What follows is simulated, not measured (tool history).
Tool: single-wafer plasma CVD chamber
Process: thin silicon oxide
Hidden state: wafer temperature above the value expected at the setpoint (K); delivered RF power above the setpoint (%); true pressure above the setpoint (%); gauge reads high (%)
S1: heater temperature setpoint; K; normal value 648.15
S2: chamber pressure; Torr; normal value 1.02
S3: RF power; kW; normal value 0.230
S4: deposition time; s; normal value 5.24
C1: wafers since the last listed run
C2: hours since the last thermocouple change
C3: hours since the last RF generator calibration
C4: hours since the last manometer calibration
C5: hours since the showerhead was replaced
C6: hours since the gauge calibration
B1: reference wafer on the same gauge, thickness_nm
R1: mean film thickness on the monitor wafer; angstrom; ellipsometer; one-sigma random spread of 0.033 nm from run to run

| run | hour | S1 | S2 | S3 | S4 | C1 | C2 | C3 | C4 | C5 | C6 | B1 | R1 |
|---|---|---|---|---|---|---|---|---|---|---|---|---|---|
| 1 | 0.0 | 648.15 | 1.02 | 0.230 | 5.97 | 0 | 1084.2 | 1641.1 | 1761.6 | 5770.4 | 249.7 | 12.200 | 117.14 |
| 2 | 41.6 | 648.15 | 1.08 | 0.230 | 5.24 | 1294 | 1125.8 | 1682.7 | 1803.2 | 5812.0 | 291.3 | 12.195 | 107.25 |
| 3 | 79.3 | 648.15 | 1.08 | 0.230 | 5.24 | 1173 | 1163.5 | 1720.4 | 1840.9 | 5849.7 | 329.0 | 12.207 | 108.45 |
| 4 | 165.0 | 648.15 | 1.08 | 0.230 | 5.24 | 2667 | 1249.2 | 1806.1 | 1926.6 | 5935.4 | 414.7 | 12.200 | 107.67 |
| 5 | 224.5 | 648.15 | 1.02 | 0.230 | 5.24 | 1851 | 1308.7 | 1865.6 | 1986.1 | 5994.9 | 474.2 | 12.198 | 103.37 |
| 6 | 281.7 | 648.15 | 1.02 | 0.230 | 5.24 | 1780 | 1365.9 | 1922.8 | 2043.3 | 6052.1 | 531.4 | 12.221 | 103.52 |
| 7 | 326.2 | 648.15 | 1.02 | 0.230 | 5.24 | 1384 | 1410.4 | 1967.3 | 2087.8 | 6096.6 | 575.9 | 12.178 | 102.85 |
| 8 | 378.3 | 648.15 | 1.26 | 0.245 | 5.81 | 1621 | 1462.5 | 2019.4 | 2139.9 | 6148.7 | 628.0 | 12.213 | 133.87 |
| 9 | 463.7 | 648.15 | 1.10 | 0.250 | 5.24 | 2657 | 1547.9 | 2104.8 | 2225.3 | 6234.1 | 713.4 | 12.198 | 112.75 |
|  | 545.5 | gauge calibrated |
| 10 | 566.1 | 642.15 | 0.85 | 0.210 | 6.18 | 3186 | 1650.3 | 2207.2 | 2327.7 | 6336.5 | 20.6 | 12.214 | 100.50 |
|  | 593.1 | capacitance manometer re-zeroed and calibrated |
|  | 595.1 | RF generator calibrated |
| 11 | 672.3 | 648.15 | 1.08 | 0.230 | 5.24 | 2991 | 1756.5 | 77.2 | 79.2 | 6442.7 | 126.8 | 12.191 | 107.76 |
| 12 | 745.0 | 655.15 | 0.79 | 0.270 | 4.66 | 2262 | 1829.2 | 149.9 | 151.9 | 6515.4 | 199.5 | 12.202 | 75.94 |
|  | 765.1 | thermocouple changed; heater temperature recalibrated |
|  | 796.1 | showerhead replaced |
| 13 | 844.8 | 648.15 | 1.02 | 0.230 | 5.24 | 2607 | 79.7 | 249.7 | 251.7 | 48.7 | 299.3 | 12.215 | 103.36 |
| 14 | 912.8 | 648.15 | 1.02 | 0.260 | 5.66 | 2116 | 147.7 | 317.7 | 319.7 | 116.7 | 367.3 | 12.198 | 115.99 |
| 15 | 995.9 | 648.15 | 1.02 | 0.205 | 4.90 | 2586 | 230.8 | 400.8 | 402.8 | 199.8 | 450.4 | 12.193 | 92.80 |

Predict each of these 4 candidate next runs independently; none follows another, all start after run 15:
| A | 996.3 | 648.15 | 1.02 | 0.230 | 5.24 | 12 | 231.2 | 401.2 | 403.2 | 200.2 | 450.8 | ? | ? |
| B | 996.3 | 648.15 | 1.02 | 0.230 | 4.71 | 12 | 231.2 | 401.2 | 403.2 | 200.2 | 450.8 | ? | ? |
| C | 996.3 | 648.15 | 0.89 | 0.230 | 4.86 | 12 | 231.2 | 401.2 | 403.2 | 200.2 | 450.8 | ? | ? |
| D | 996.3 | 648.15 | 1.02 | 0.210 | 5.24 | 12 | 231.2 | 401.2 | 403.2 | 200.2 | 450.8 | ? | ? |

| run | B1 | R1 |
|---|---|---|
| A | 12.210 | 103.31 |
| B | 12.210 | 92.88 |
| C | 12.210 | 84.71 |
| D | 12.210 | 100.14 |
Without the tool's unlogged condition, the same runs would have read:
| run | R1 |
|---|---|
| A | 103.31 |
| B | 92.88 |
| C | 84.71 |
| D | 100.14 |
